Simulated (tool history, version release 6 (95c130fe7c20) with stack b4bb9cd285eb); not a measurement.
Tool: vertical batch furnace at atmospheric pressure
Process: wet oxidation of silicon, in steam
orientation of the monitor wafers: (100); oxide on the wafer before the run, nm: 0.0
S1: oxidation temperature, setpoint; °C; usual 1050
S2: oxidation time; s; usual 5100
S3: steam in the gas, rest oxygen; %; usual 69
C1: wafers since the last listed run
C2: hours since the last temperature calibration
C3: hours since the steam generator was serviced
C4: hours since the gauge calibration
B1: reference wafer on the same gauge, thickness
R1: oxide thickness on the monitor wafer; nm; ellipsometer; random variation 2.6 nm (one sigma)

run,hour,S1,S2,S3,C1,C2,C3,C4,B1,R1
1,0.0,1050,5100,69,0,1529.8,1943.9,24.3,630.17,612.86
2,82.0,1050,5100,69,781,1611.8,2025.9,106.3,630.27,615.35
3,152.9,1050,5100,69,675,1682.7,2096.8,177.2,629.41,608.37
4,229.6,1050,5100,69,730,1759.4,2173.5,253.9,629.84,606.84
5,306.0,1050,5100,69,728,1835.8,2249.9,330.3,630.30,610.45
6,385.8,1050,5100,69,760,1915.6,2329.7,410.1,630.52,608.71
7,471.7,1050,5100,69,818,2001.5,2415.6,496.0,629.91,605.31
8,537.3,1066,5100,69,625,2067.1,2481.2,561.6,630.99,657.54
# hour 800.3: thermocouples replaced and temperature profile calibrated
9,800.8,1058,5100,69,2282,0.5,2744.7,825.1,630.16,612.79
10,828.0,1058,5100,69,259,27.7,2771.9,852.3,630.64,617.42
11,868.9,1058,5100,69,389,68.6,2812.8,893.2,630.02,612.32
# hour 924.9: steam generator serviced
12,925.4,1036,7620,69,309,125.1,0.5,949.7,629.77,745.79
13,1051.1,1030,5100,60,1197,250.8,126.2,1075.4,630.04,513.27
# hour 1112.8: gauge calibrated
14,1113.9,1058,5100,69,598,313.6,189.0,1.1,630.46,648.74
15,1177.1,1050,5100,79,602,376.8,252.2,64.3,630.26,678.17
16,1260.7,1039,4260,63,796,460.4,335.8,147.9,630.30,497.99
17,1312.6,1028,5100,69,494,512.3,387.7,199.8,630.42,555.03
18,1401.8,1050,6090,69,850,601.5,476.9,289.0,630.01,689.68
19,1481.1,1064,2820,69,755,680.8,556.2,368.3,629.83,469.92
20,1542.6,1050,5100,69,586,742.3,617.7,429.8,630.20,622.11
21,1588.3,1031,5100,59,435,788.0,663.4,475.5,630.46,513.97
22,1686.1,1050,5100,69,931,885.8,761.2,573.3,630.13,625.59
23,1724.4,1068,5100,69,364,924.1,799.5,611.6,629.78,681.27

What the log doesn't show, run by run:
gauge reads high (%): 0 in every run
H1: true tube temperature minus thermocouple reading, K
H2: steam share off its setpoint, % of the setpoint
run,H1,H2
1,4.09,-6.86
2,4.29,-7.13
3,4.45,-7.35
4,4.63,-7.6
5,4.81,-7.84
6,5,-8.09
7,5.2,-8.37
8,5.35,-8.57
9,0.944,-9.41
10,1.01,-9.5
11,1.1,-9.63
12,1.24,-0.434
13,1.53,-0.834
14,1.68,-1.03
15,1.83,-1.23
16,2.02,-1.5
17,2.14,-1.67
18,2.35,-1.95
19,2.54,-2.2
20,2.68,-2.4
21,2.79,-2.54
22,3.02,-2.85
23,3.11,-2.98
